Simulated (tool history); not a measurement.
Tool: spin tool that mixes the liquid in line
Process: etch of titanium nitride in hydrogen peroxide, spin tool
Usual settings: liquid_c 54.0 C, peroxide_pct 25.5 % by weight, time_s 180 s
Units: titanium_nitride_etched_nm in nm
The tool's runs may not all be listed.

run     day  liquid_c  peroxide_pct  time_s  wafers since the last listed run  hours since the thermometer was replaced  hours since the peroxide flow meter was replaced  hours since the heated supply line was repaired  hours since the drum of peroxide was connected  hours since the gauge calibration  read-back film thickness of the titanium nitride reference wafer, read on the same gauge (nm)  titanium_nitride_etched_nm
  1   0.000      54.0          25.5     180                                 0                                    1246.8                                             588.5                                            198.0                                           124.6                             1539.9                                                                                         150.02                        6.84
      2.175  -- peroxide flow meter replaced
  2   3.479      59.0          25.5     180                               348                                    1330.3                                              31.3                                            281.5                                           208.1                             1623.4                                                                                         150.00                       10.09
  3   7.454      59.0          25.5     180                               402                                    1425.7                                             126.7                                            376.9                                           303.5                             1718.8                                                                                         149.99                        9.96
  4   9.092      54.0          25.5     220                               165                                    1465.0                                             166.0                                            416.2                                           342.8                             1758.1                                                                                         149.99                        8.67
  5  12.708      54.0          25.5     220                               366                                    1551.8                                             252.8                                            503.0                                           429.6                             1844.9                                                                                         150.00                        8.59
  6  15.771      54.0          25.5     180                               310                                    1625.3                                             326.3                                            576.5                                           503.1                             1918.4                                                                                         150.01                        7.02
  7  18.679      54.0          25.5     180                               294                                    1695.1                                             396.1                                            646.3                                           572.9                             1988.2                                                                                         149.99                        6.95
  8  22.292      54.0          28.0      90                               366                                    1781.8                                             482.8                                            733.0                                           659.6                             2074.9                                                                                         149.99                        3.55
  9  26.775      50.5          30.0     105                               454                                    1889.4                                             590.4                                            840.6                                           767.2                             2182.5                                                                                         149.99                        3.28
     27.388  -- gauge calibrated
     28.562  -- peroxide flow meter replaced
 10  31.046      59.0          21.0     210                               428                                    1991.9                                              59.6                                            943.1                                           869.7                               87.8                                                                                         150.01                       11.14
     31.475  -- thermometer replaced
 11  33.371      48.0          25.5     130                               231                                      45.5                                             115.4                                            998.9                                           925.5                              143.6                                                                                         150.00                        3.30
 12  37.288      64.0          30.0      85                               396                                     139.5                                             209.4                                           1092.9                                          1019.5                              237.6                                                                                         150.00                        6.85
 13  40.962      51.5          30.0     180                               372                                     227.7                                             297.6                                           1181.1                                          1107.7                              325.8                                                                                         150.00                        6.19
 14  42.612      51.5          30.0     230                               167                                     267.3                                             337.2                                           1220.7                                          1147.3                              365.4                                                                                         150.00                        7.88
 15  44.792      54.0          25.5     180                               220                                     319.6                                             389.5                                           1273.0                                          1199.6                              417.7                                                                                         150.00                        7.07
     46.046  -- new drum of peroxide connected
 16  48.729      54.0          21.5     180                               394                                     414.1                                             484.0                                           1367.5                                            64.4                              512.2                                                                                         149.99                        6.75
     58.596  -- peroxide flow meter replaced
 17  62.196      50.0          30.0     105                              1360                                     737.3                                              86.4                                           1690.7                                           387.6                              835.4                                                                                         150.00                        3.18
 18  64.062      54.0          25.5     150                               189                                     782.1                                             131.2                                           1735.5                                           432.4                              880.2                                                                                         149.99                        5.86
 19  66.312      54.0          23.0     180                               227                                     836.1                                             185.2                                           1789.5                                           486.4                              934.2                                                                                         149.99                        6.86
 20  68.929      62.5          28.0     135                               265                                     898.9                                             248.0                                           1852.3                                           549.2                              997.0                                                                                         149.99                        9.82
 21  71.146      48.0          30.0     230                               224                                     952.1                                             301.2                                           1905.5                                           602.4                             1050.2                                                                                         149.98                        5.98
 22  75.133      46.5          18.5     125                               404                                    1047.8                                             396.9                                           2001.2                                           698.1                             1145.9                                                                                         150.00                        2.64
 23  77.096      54.0          28.5     180                               198                                    1094.9                                             444.0                                           2048.3                                           745.2                             1193.0                                                                                         150.01                        7.15
 24  79.654      54.0          28.0      90                               259                                    1156.3                                             505.4                                           2109.7                                           806.6                             1254.4                                                                                         149.99                        3.57
 25  83.117      54.0          25.5     180                               350                                    1239.4                                             588.5                                           2192.8                                           889.7                             1337.5                                                                                         149.99                        6.91
 26  87.267      54.0          25.5     130                               420                                    1339.0                                             688.1                                           2292.4                                           989.3                             1437.1                                                                                         150.00                        4.92

3 ways to go on from here, each from the tool as it stands after run 26. What would each give?
  A  87.288      54.0          25.5     180                                 2                                    1339.5                                             688.6                                           2292.9                                           989.8                             1437.6                                                                                              ?                           ?
  B  87.288      51.0          30.0     230                                 2                                    1339.5                                             688.6                                           2292.9                                           989.8                             1437.6                                                                                              ?                           ?
  C  87.288      47.0          25.5     180                                 2                                    1339.5                                             688.6                                           2292.9                                           989.8                             1437.6                                                                                              ?                           ?

run  read-back film thickness of the titanium nitride reference wafer, read on the same gauge (nm)  titanium_nitride_etched_nm
  A                                                                                         149.99                        6.96
  B                                                                                         149.99                        7.45
  C                                                                                         149.99                        4.21
Without the tool's hidden state the same runs would have given:
run  titanium_nitride_etched_nm
  A                        7.19
  B                        7.70
  C                        4.35
